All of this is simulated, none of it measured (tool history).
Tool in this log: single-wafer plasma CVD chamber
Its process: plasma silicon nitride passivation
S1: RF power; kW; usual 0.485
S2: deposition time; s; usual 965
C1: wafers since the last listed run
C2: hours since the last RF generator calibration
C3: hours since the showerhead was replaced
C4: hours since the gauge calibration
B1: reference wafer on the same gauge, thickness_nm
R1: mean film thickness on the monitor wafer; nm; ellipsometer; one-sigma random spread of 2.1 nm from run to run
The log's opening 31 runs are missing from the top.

run,day,S1,S2,C1,C2,C3,C4,B1,R1
32,17.271,0.410,965,14,228.4,19.0,218.9,1590.717,1357.866
33,18.517,0.545,1029,58,258.3,48.9,248.8,1590.136,1516.373
34,18.929,0.570,1113,19,268.2,58.8,258.7,1589.707,1652.601
35,19.371,0.415,790,20,278.8,69.4,269.3,1590.062,1115.556
36,19.808,0.520,903,20,289.3,79.9,279.8,1590.130,1320.265
37,20.188,0.455,965,17,298.4,89.0,288.9,1590.019,1375.122
38,20.767,0.485,1014,27,312.3,102.9,302.8,1589.561,1461.168
39,21.108,0.435,1083,16,320.5,111.1,311.0,1590.475,1539.804

Forecast each of these 5 alternatives for the next run:
A,21.138,0.485,965,1,321.2,111.8,311.7,?,?
B,21.138,0.575,845,1,321.2,111.8,311.7,?,?
C,21.138,0.545,883,1,321.2,111.8,311.7,?,?
D,21.138,0.520,910,1,321.2,111.8,311.7,?,?
E,21.138,0.575,1097,1,321.2,111.8,311.7,?,?

run,B1,R1
A,1589.676,1395.897
B,1589.676,1258.013
C,1589.676,1302.427
D,1589.676,1331.597
E,1589.676,1633.184
Stripped of hidden state, with their random variation kept, the same runs would have yielded:
run,R1
A,1402.008
B,1263.521
C,1308.129
D,1337.427
E,1640.334
